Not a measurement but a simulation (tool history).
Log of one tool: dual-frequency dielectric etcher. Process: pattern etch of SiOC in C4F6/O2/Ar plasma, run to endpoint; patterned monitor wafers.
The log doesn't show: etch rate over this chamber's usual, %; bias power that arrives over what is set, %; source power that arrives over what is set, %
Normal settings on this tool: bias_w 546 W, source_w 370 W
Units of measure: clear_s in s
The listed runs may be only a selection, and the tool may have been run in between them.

| run | day | bias_w | source_w | wafers since the last listed run | hours since the last wet clean | hours since the last bias power generator calibration | hours since the last source power generator calibration | hours since the last upper electrode change | incoming incoming film thickness, nm | clear_s |
|---|---|---|---|---|---|---|---|---|---|---|
| 1 | 0.000 | 546 | 370 | 0 | 592.5 | 2002.1 | 629.0 | 1876.2 | 27.90 | 9.2 |
| 2 | 1.546 | 546 | 370 | 492 | 629.6 | 2039.2 | 666.1 | 1913.3 | 28.23 | 9.2 |
|  | 3.562 | wet clean of the chamber |
| 3 | 5.733 | 546 | 370 | 1015 | 52.1 | 2139.7 | 766.6 | 2013.8 | 27.66 | 9.0 |
| 4 | 9.967 | 546 | 370 | 1349 | 153.7 | 2241.3 | 868.2 | 2115.4 | 28.01 | 9.1 |
| 5 | 13.496 | 453 | 430 | 1124 | 238.4 | 2326.0 | 952.9 | 2200.1 | 28.22 | 9.2 |
| 6 | 16.988 | 546 | 320 | 1112 | 322.2 | 2409.8 | 1036.7 | 2283.9 | 28.30 | 9.8 |
| 7 | 19.717 | 546 | 320 | 869 | 387.7 | 2475.3 | 1102.2 | 2349.4 | 27.86 | 9.7 |
| 8 | 22.150 | 546 | 370 | 775 | 446.1 | 2533.7 | 1160.6 | 2407.8 | 28.27 | 9.3 |
| 9 | 26.117 | 546 | 370 | 1264 | 541.3 | 2628.9 | 1255.8 | 2503.0 | 28.06 | 9.2 |
|  | 28.158 | upper electrode replaced, of another model than before |
| 10 | 28.396 | 546 | 370 | 407 | 596.0 | 2683.6 | 1310.5 | 5.7 | 27.81 | 9.2 |
| 11 | 31.962 | 546 | 370 | 1136 | 681.6 | 2769.2 | 1396.1 | 91.3 | 27.97 | 9.2 |
|  | 33.304 | wet clean of the chamber |
| 12 | 36.138 | 546 | 370 | 1011 | 68.0 | 2869.4 | 1496.3 | 191.5 | 28.03 | 9.2 |
| 13 | 40.583 | 546 | 370 | 1416 | 174.7 | 2976.1 | 1603.0 | 298.2 | 28.16 | 9.3 |
|  | 40.821 | bias power generator calibrated |
| 14 | 44.546 | 422 | 290 | 1209 | 269.8 | 89.4 | 1698.1 | 393.3 | 28.13 | 11.1 |
| 15 | 47.775 | 620 | 370 | 1029 | 347.3 | 166.9 | 1775.6 | 470.8 | 28.03 | 9.1 |
| 16 | 50.012 | 649 | 420 | 713 | 401.0 | 220.6 | 1829.3 | 524.5 | 27.78 | 8.4 |
| 17 | 53.854 | 500 | 460 | 1224 | 493.2 | 312.8 | 1921.5 | 616.7 | 28.06 | 8.6 |
| 18 | 55.829 | 546 | 370 | 629 | 540.6 | 360.2 | 1968.9 | 664.1 | 27.84 | 9.3 |
|  | 60.371 | wet clean of the chamber |
| 19 | 60.392 | 546 | 420 | 1135 | 0.5 | 469.7 | 2078.4 | 773.6 | 28.39 | 8.8 |
| 20 | 61.962 | 681 | 430 | 500 | 38.2 | 507.4 | 2116.1 | 811.3 | 28.23 | 8.4 |
| 21 | 64.162 | 602 | 290 | 701 | 91.0 | 560.2 | 2168.9 | 864.1 | 27.97 | 10.3 |
|  | 67.512 | source power generator calibrated |
| 22 | 68.117 | 546 | 370 | 1207 | 185.9 | 655.1 | 14.5 | 959.0 | 28.30 | 9.4 |
| 23 | 70.800 | 645 | 340 | 855 | 250.3 | 719.5 | 78.9 | 1023.4 | 27.85 | 9.3 |
| 24 | 73.650 | 455 | 330 | 908 | 318.7 | 787.9 | 147.3 | 1091.8 | 28.19 | 10.2 |
| 25 | 77.304 | 670 | 330 | 1164 | 406.4 | 875.6 | 235.0 | 1179.5 | 28.01 | 9.4 |
| 26 | 81.483 | 546 | 370 | 1331 | 506.7 | 975.9 | 335.3 | 1279.8 | 28.39 | 9.4 |
| 27 | 83.538 | 546 | 370 | 654 | 556.0 | 1025.2 | 384.6 | 1329.1 | 28.12 | 9.3 |
| 28 | 85.496 | 461 | 410 | 624 | 603.0 | 1072.2 | 431.6 | 1376.1 | 28.09 | 9.1 |
|  | 89.521 | wet clean of the chamber |
| 29 | 89.812 | 546 | 370 | 1057 | 7.0 | 1175.8 | 535.2 | 1479.7 | 28.41 | 9.4 |
| 30 | 92.004 | 662 | 320 | 698 | 59.6 | 1228.4 | 587.8 | 1532.3 | 28.10 | 9.6 |
| 31 | 99.854 | 652 | 400 | 2501 | 248.0 | 1416.8 | 776.2 | 1720.7 | 27.94 | 8.6 |
| 32 | 103.283 | 410 | 410 | 1092 | 330.3 | 1499.1 | 858.5 | 1803.0 | 28.00 | 9.3 |
| 33 | 104.975 | 500 | 460 | 539 | 370.9 | 1539.7 | 899.1 | 1843.6 | 28.00 | 8.4 |
| 34 | 107.575 | 488 | 350 | 828 | 433.3 | 1602.1 | 961.5 | 1906.0 | 28.16 | 9.8 |
| 35 | 111.238 | 673 | 400 | 1167 | 521.2 | 1690.0 | 1049.4 | 1993.9 | 28.22 | 8.6 |

List, for all runs, the conditions of the tool that the log does not record:
etch rate over this chamber's usual, %: 0 in every run
source power that arrives over what is set, %: 0 in every run
H1: bias power that arrives over what is set, %
| run | H1 |
|---|---|
| 1 | 4.66 |
| 2 | 4.68 |
| 3 | 4.74 |
| 4 | 4.79 |
| 5 | 4.83 |
| 6 | 4.86 |
| 7 | 4.89 |
| 8 | 4.91 |
| 9 | 4.94 |
| 10 | 4.95 |
| 11 | 4.98 |
| 12 | 5 |
| 13 | 5.02 |
| 14 | 0.681 |
| 15 | 1.08 |
| 16 | 1.34 |
| 17 | 1.74 |
| 18 | 1.93 |
| 19 | 2.34 |
| 20 | 2.47 |
| 21 | 2.64 |
| 22 | 2.93 |
| 23 | 3.1 |
| 24 | 3.28 |
| 25 | 3.48 |
| 26 | 3.69 |
| 27 | 3.78 |
| 28 | 3.87 |
| 29 | 4.04 |
| 30 | 4.12 |
| 31 | 4.37 |
| 32 | 4.47 |
| 33 | 4.51 |
| 34 | 4.58 |
| 35 | 4.66 |

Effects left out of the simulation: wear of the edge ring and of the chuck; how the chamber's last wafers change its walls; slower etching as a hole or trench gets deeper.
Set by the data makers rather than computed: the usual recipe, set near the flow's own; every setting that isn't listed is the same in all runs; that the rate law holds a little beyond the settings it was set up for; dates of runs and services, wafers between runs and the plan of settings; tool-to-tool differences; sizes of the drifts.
